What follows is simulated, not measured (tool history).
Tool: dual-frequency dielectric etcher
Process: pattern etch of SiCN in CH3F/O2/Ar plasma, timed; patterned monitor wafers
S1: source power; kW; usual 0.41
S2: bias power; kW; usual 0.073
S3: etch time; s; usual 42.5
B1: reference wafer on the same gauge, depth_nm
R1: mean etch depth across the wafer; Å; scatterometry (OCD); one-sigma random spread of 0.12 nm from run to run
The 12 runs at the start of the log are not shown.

| run | hour | S1 | S2 | S3 | B1 | R1 |
|---|---|---|---|---|---|---|
| 13 | 299.7 | 0.41 | 0.073 | 42.5 | 19.2 | 175.8 |
| 14 | 326 | 0.37 | 0.073 | 42.5 | 19.2 | 171.1 |
| 15 | 361.7 | 0.41 | 0.073 | 42.5 | 19.2 | 178.7 |
| 16 | 378.9 | 0.35 | 0.081 | 42.5 | 19.22 | 181.8 |
| 17 | 404.7 | 0.32 | 0.066 | 46 | 19.18 | 172.4 |
| 18 | 421.6 | 0.41 | 0.073 | 42.5 | 19.19 | 180.4 |
| 19 | 438.5 | 0.41 | 0.088 | 42.5 | 19.22 | 201.1 |
| 20 | 470.9 | 0.33 | 0.058 | 52.5 | 19.2 | 182.2 |
| 21 | 488.6 | 0.41 | 0.073 | 42.5 | 19.21 | 179.7 |
|  | 525.5 | wet clean of the chamber |
| 22 | 526 | 0.41 | 0.073 | 42.5 | 19.2 | 176.2 |
| 23 | 531.7 | 0.33 | 0.06 | 52 | 19.19 | 181.6 |
| 24 | 611.3 | 0.41 | 0.057 | 34 | 19.17 | 121.8 |
| 25 | 642.5 | 0.49 | 0.062 | 37.5 | 19.18 | 150.7 |
| 26 | 665.8 | 0.35 | 0.073 | 49.5 | 19.2 | 196.8 |
| 27 | 692.5 | 0.41 | 0.083 | 49 | 19.19 | 221.9 |
| 28 | 723.7 | 0.34 | 0.057 | 54 | 19.2 | 187.6 |
| 29 | 758.4 | 0.41 | 0.073 | 33.5 | 19.2 | 142.1 |
| 30 | 781.5 | 0.45 | 0.073 | 42.5 | 19.18 | 185.4 |

4 ways to go on from here, each from the tool as it stands after run 30. What would each give?
| A | 781.9 | 0.41 | 0.073 | 46 | ? | ? |
| B | 781.9 | 0.46 | 0.055 | 37 | ? | ? |
| C | 781.9 | 0.38 | 0.081 | 55.5 | ? | ? |
| D | 781.9 | 0.41 | 0.073 | 39 | ? | ? |

| run | B1 | R1 |
|---|---|---|
| A | 19.21 | 193.9 |
| B | 19.21 | 137.5 |
| C | 19.21 | 242.1 |
| D | 19.21 | 164.4 |
The same runs, with their run-to-run variation unchanged, on a tool lacking any hidden condition would have given:
| run | R1 |
|---|---|
| A | 186.7 |
| B | 132.3 |
| C | 233.1 |
| D | 158.3 |
